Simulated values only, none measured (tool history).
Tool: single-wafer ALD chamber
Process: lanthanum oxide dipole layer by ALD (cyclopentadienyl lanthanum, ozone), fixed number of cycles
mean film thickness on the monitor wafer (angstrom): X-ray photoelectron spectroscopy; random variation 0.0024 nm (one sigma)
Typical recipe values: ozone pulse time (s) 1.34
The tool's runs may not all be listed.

run    hour  ozone pulse time (s)  read-back reference wafer on the same gauge, thickness_nm  mean film thickness on the monitor wafer (angstrom)
  1       0                  1.34                                                      0.497                                                 4.84
  2    35.7                  1.34                                                      0.497                                                  4.8
  3    65.9                  1.03                                                      0.497                                                 4.08
  4    89.5                  1.03                                                      0.497                                                 4.05
  5   105.9                  1.03                                                      0.496                                                 4.05
  6   127.6                  1.34                                                      0.495                                                 4.75
  7     149                  1.34                                                      0.498                                                 4.78
  8   183.6                  1.48                                                      0.497                                                    5
  9   213.4                  1.48                                                      0.497                                                 4.97
 10   233.5                   1.7                                                      0.497                                                 5.15
 11   277.6                  1.34                                                      0.498                                                 4.71
      305.6  -- ozone generator serviced
 12   306.1                  1.34                                                      0.498                                                 5.14
 13   326.4                  0.96                                                      0.497                                                  4.4
 14   349.4                  1.82                                                      0.496                                                 5.41
 15   363.8                  1.34                                                      0.496                                                 5.13
 16   379.9                  1.34                                                      0.497                                                 5.11
 17   404.2                  1.34                                                      0.497                                                 5.14
      442.5  -- thermocouple changed; heater temperature recalibrated
 18     443                  1.59                                                      0.497                                                 5.33
 19   490.4                  1.34                                                      0.497                                                  5.1
 20   523.5                  1.77                                                      0.497                                                 5.42
 21   549.6                  1.06                                                      0.497                                                 4.61
 22   572.9                  1.53                                                      0.498                                                 5.26
 23   608.5                  1.75                                                      0.498                                                 5.38
 24   642.5                  1.12                                                      0.497                                                 4.77
 25   669.6                  1.34                                                      0.498                                                  5.1
      682.6  -- gauge calibrated
 26   684.9                  1.05                                                      0.497                                                 4.57
      694.4  -- showerhead replaced
 27   697.6                  1.68                                                      0.497                                                 5.38
 28     715                  1.17                                                      0.497                                                  4.8
 29   735.8                  1.51                                                      0.496                                                 5.23
 30   767.8                  1.02                                                      0.497                                                 4.45
 31   790.1                  1.34                                                      0.497                                                 5.05
 32   875.8                  1.34                                                      0.498                                                 5.05
 33   911.2                  0.82                                                      0.497                                                 3.63
 34  1003.7                  1.34                                                      0.498                                                    5
 35  1106.2                  1.07                                                      0.498                                                 4.49

Results for each run, recomputed without the tool's hidden state and with each run's random variation untouched:
The tool's hidden condition here consists of: wafer temperature above the value expected at the setpoint (K); ozone dose above that of a generator just serviced (%); gauge reads high (%).
run  mean film thickness on the monitor wafer (angstrom)
  1                                                 5.18
  2                                                 5.15
  3                                                 4.59
  4                                                 4.57
  5                                                 4.57
  6                                                 5.12
  7                                                 5.16
  8                                                 5.32
  9                                                  5.3
 10                                                 5.38
 11                                                 5.12
 12                                                 5.14
 13                                                 4.41
 14                                                 5.41
 15                                                 5.14
 16                                                 5.13
 17                                                 5.15
 18                                                 5.35
 19                                                 5.13
 20                                                 5.44
 21                                                 4.66
 22                                                 5.28
 23                                                  5.4
 24                                                 4.84
 25                                                 5.15
 26                                                 4.65
 27                                                 5.41
 28                                                 4.88
 29                                                 5.27
 30                                                 4.56
 31                                                 5.12
 32                                                 5.13
 33                                                 3.79
 34                                                  5.1
 35                                                 4.66
